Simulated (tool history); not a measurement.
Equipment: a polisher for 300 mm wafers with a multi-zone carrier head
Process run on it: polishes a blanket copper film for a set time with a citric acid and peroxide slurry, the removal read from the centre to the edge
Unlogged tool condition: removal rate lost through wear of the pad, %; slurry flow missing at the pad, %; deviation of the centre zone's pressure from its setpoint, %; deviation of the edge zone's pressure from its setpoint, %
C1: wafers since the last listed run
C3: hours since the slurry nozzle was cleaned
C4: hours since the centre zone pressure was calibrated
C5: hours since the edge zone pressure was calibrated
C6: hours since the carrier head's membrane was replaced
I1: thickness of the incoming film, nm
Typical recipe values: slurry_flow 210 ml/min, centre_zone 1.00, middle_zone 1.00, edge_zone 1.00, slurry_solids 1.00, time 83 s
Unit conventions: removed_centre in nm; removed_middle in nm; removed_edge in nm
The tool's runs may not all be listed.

run 1 hour=0.0 | slurry_flow=210 centre_zone=1.00 middle_zone=1.00 edge_zone=1.00 slurry_solids=1.00 time=83 | C1=0 wafers_polished_on_this_pad=506 C3=494.4 C4=1357.8 C5=617.6 C6=1128.0 | I1=1251.7 | removed_centre=174.7 removed_middle=175.8 removed_edge=182.8
run 2 hour=9.9 | slurry_flow=210 centre_zone=1.00 middle_zone=1.00 edge_zone=1.00 slurry_solids=1.00 time=83 | C1=87 wafers_polished_on_this_pad=594 C3=504.3 C4=1367.7 C5=627.5 C6=1137.9 | I1=1243.1 | removed_centre=175.1 removed_middle=176.1 removed_edge=182.4
run 3 hour=20.7 | slurry_flow=210 centre_zone=1.00 middle_zone=1.00 edge_zone=1.00 slurry_solids=1.00 time=83 | C1=95 wafers_polished_on_this_pad=690 C3=515.1 C4=1378.5 C5=638.3 C6=1148.7 | I1=1231.9 | removed_centre=174.1 removed_middle=175.1 removed_edge=183.3
run 4 hour=32.4 | slurry_flow=210 centre_zone=1.00 middle_zone=1.00 edge_zone=1.00 slurry_solids=1.00 time=83 | C1=103 wafers_polished_on_this_pad=793 C3=526.8 C4=1390.2 C5=650.0 C6=1160.4 | I1=1231.3 | removed_centre=174.8 removed_middle=172.9 removed_edge=182.7
run 5 hour=44.6 | slurry_flow=210 centre_zone=1.00 middle_zone=1.00 edge_zone=1.00 slurry_solids=1.00 time=83 | C1=107 wafers_polished_on_this_pad=901 C3=539.0 C4=1402.4 C5=662.2 C6=1172.6 | I1=1230.5 | removed_centre=177.7 removed_middle=175.4 removed_edge=181.5
run 6 hour=51.4 | slurry_flow=210 centre_zone=1.00 middle_zone=1.00 edge_zone=1.00 slurry_solids=1.00 time=83 | C1=60 wafers_polished_on_this_pad=961 C3=545.8 C4=1409.2 C5=669.0 C6=1179.4 | I1=1248.8 | removed_centre=173.7 removed_middle=176.0 removed_edge=184.6
run 7 hour=60.3 | slurry_flow=150 centre_zone=1.00 middle_zone=1.00 edge_zone=1.00 slurry_solids=1.00 time=83 | C1=78 wafers_polished_on_this_pad=1040 C3=554.7 C4=1418.1 C5=677.9 C6=1188.3 | I1=1248.0 | removed_centre=154.4 removed_middle=157.4 removed_edge=169.9
run 8 hour=71.3 | slurry_flow=150 centre_zone=1.00 middle_zone=1.00 edge_zone=1.00 slurry_solids=1.00 time=83 | C1=97 wafers_polished_on_this_pad=1137 C3=565.7 C4=1429.1 C5=688.9 C6=1199.3 | I1=1258.0 | removed_centre=153.4 removed_middle=156.1 removed_edge=168.5
run 9 hour=79.1 | slurry_flow=210 centre_zone=1.00 middle_zone=1.06 edge_zone=1.06 slurry_solids=1.25 time=83 | C1=69 wafers_polished_on_this_pad=1206 C3=573.5 C4=1436.9 C5=696.7 C6=1207.1 | I1=1236.0 | removed_centre=181.9 removed_middle=192.4 removed_edge=192.0
-- hour=91.5 worn pad replaced by a new one
-- hour=94.6 carrier head's membrane replaced by a new one
run 10 hour=95.1 | slurry_flow=210 centre_zone=0.96 middle_zone=0.91 edge_zone=1.00 slurry_solids=1.15 time=83 | C1=78 wafers_polished_on_this_pad=4 C3=589.5 C4=1452.9 C5=712.7 C6=0.5 | I1=1227.5 | removed_centre=173.1 removed_middle=168.0 removed_edge=189.7
-- hour=104.0 slurry nozzle cleaned
run 11 hour=105.3 | slurry_flow=170 centre_zone=1.00 middle_zone=1.00 edge_zone=1.00 slurry_solids=0.90 time=83 | C1=81 wafers_polished_on_this_pad=85 C3=1.3 C4=1463.1 C5=722.9 C6=10.7 | I1=1240.0 | removed_centre=184.4 removed_middle=184.4 removed_edge=189.0
-- hour=109.4 centre zone pressure recalibrated
run 12 hour=112.8 | slurry_flow=210 centre_zone=1.07 middle_zone=0.90 edge_zone=0.90 slurry_solids=1.00 time=94 | C1=48 wafers_polished_on_this_pad=134 C3=8.8 C4=3.4 C5=730.4 C6=18.2 | I1=1237.1 | removed_centre=240.6 removed_middle=200.2 removed_edge=217.2
-- hour=122.2 edge zone pressure recalibrated
run 13 hour=126.3 | slurry_flow=210 centre_zone=1.09 middle_zone=0.90 edge_zone=1.00 slurry_solids=1.15 time=83 | C1=101 wafers_polished_on_this_pad=236 C3=22.3 C4=16.9 C5=4.1 C6=31.7 | I1=1247.4 | removed_centre=222.1 removed_middle=184.7 removed_edge=202.8
run 14 hour=142.4 | slurry_flow=210 centre_zone=0.93 middle_zone=1.00 edge_zone=1.00 slurry_solids=1.00 time=83 | C1=142 wafers_polished_on_this_pad=378 C3=38.4 C4=33.0 C5=20.2 C6=47.8 | I1=1241.5 | removed_centre=179.5 removed_middle=192.2 removed_edge=193.5
run 15 hour=159.6 | slurry_flow=210 centre_zone=1.00 middle_zone=1.00 edge_zone=0.92 slurry_solids=0.80 time=83 | C1=152 wafers_polished_on_this_pad=530 C3=55.6 C4=50.2 C5=37.4 C6=65.0 | I1=1221.7 | removed_centre=185.4 removed_middle=183.2 removed_edge=179.6
run 16 hour=171.4 | slurry_flow=210 centre_zone=1.00 middle_zone=1.00 edge_zone=1.00 slurry_solids=1.00 time=83 | C1=104 wafers_polished_on_this_pad=635 C3=67.4 C4=62.0 C5=49.2 C6=76.8 | I1=1223.9 | removed_centre=194.7 removed_middle=193.3 removed_edge=195.5
run 17 hour=180.1 | slurry_flow=210 centre_zone=1.09 middle_zone=1.00 edge_zone=0.96 slurry_solids=1.00 time=83 | C1=76 wafers_polished_on_this_pad=712 C3=76.1 C4=70.7 C5=57.9 C6=85.5 | I1=1252.8 | removed_centre=210.3 removed_middle=191.4 removed_edge=194.0

What if the next run were any one of these 5? Each begins from the tool's condition after run 17:
run A hour=180.5 | slurry_flow=210 centre_zone=1.00 middle_zone=1.00 edge_zone=1.00 slurry_solids=1.00 time=83 | C1=3 wafers_polished_on_this_pad=715 C3=76.5 C4=71.1 C5=58.3 C6=85.9 | I1=1225.6 | removed_centre=? removed_middle=? removed_edge=?
run B hour=180.5 | slurry_flow=210 centre_zone=1.00 middle_zone=1.00 edge_zone=0.91 slurry_solids=1.00 time=83 | C1=3 wafers_polished_on_this_pad=715 C3=76.5 C4=71.1 C5=58.3 C6=85.9 | I1=1225.6 | removed_centre=? removed_middle=? removed_edge=?
run C hour=180.5 | slurry_flow=180 centre_zone=1.00 middle_zone=1.06 edge_zone=1.00 slurry_solids=1.00 time=107 | C1=3 wafers_polished_on_this_pad=715 C3=76.5 C4=71.1 C5=58.3 C6=85.9 | I1=1225.6 | removed_centre=? removed_middle=? removed_edge=?
run D hour=180.5 | slurry_flow=145 centre_zone=0.95 middle_zone=1.00 edge_zone=1.00 slurry_solids=0.90 time=62 | C1=3 wafers_polished_on_this_pad=715 C3=76.5 C4=71.1 C5=58.3 C6=85.9 | I1=1225.6 | removed_centre=? removed_middle=? removed_edge=?
run E hour=180.5 | slurry_flow=210 centre_zone=0.96 middle_zone=1.00 edge_zone=1.00 slurry_solids=1.00 time=83 | C1=3 wafers_polished_on_this_pad=715 C3=76.5 C4=71.1 C5=58.3 C6=85.9 | I1=1225.6 | removed_centre=? removed_middle=? removed_edge=?

run=A removed_centre=190.9 removed_middle=191.5 removed_edge=196.9
run=B removed_centre=190.9 removed_middle=191.6 removed_edge=190.6
run=C removed_centre=238.0 removed_middle=251.7 removed_edge=248.1
run=D removed_centre=120.4 removed_middle=128.6 removed_edge=135.4
run=E removed_centre=183.2 removed_middle=191.6 removed_edge=196.9
The same runs, with their run-to-run variation unchanged, on a tool lacking any hidden condition would have given:
run=A removed_centre=196.8 removed_middle=196.7 removed_edge=200.8
run=B removed_centre=196.8 removed_middle=196.8 removed_edge=194.4
run=C removed_centre=246.6 removed_middle=259.8 removed_edge=253.8
run=D removed_centre=126.0 removed_middle=133.9 removed_edge=139.3
run=E removed_centre=188.8 removed_middle=196.8 removed_edge=200.8
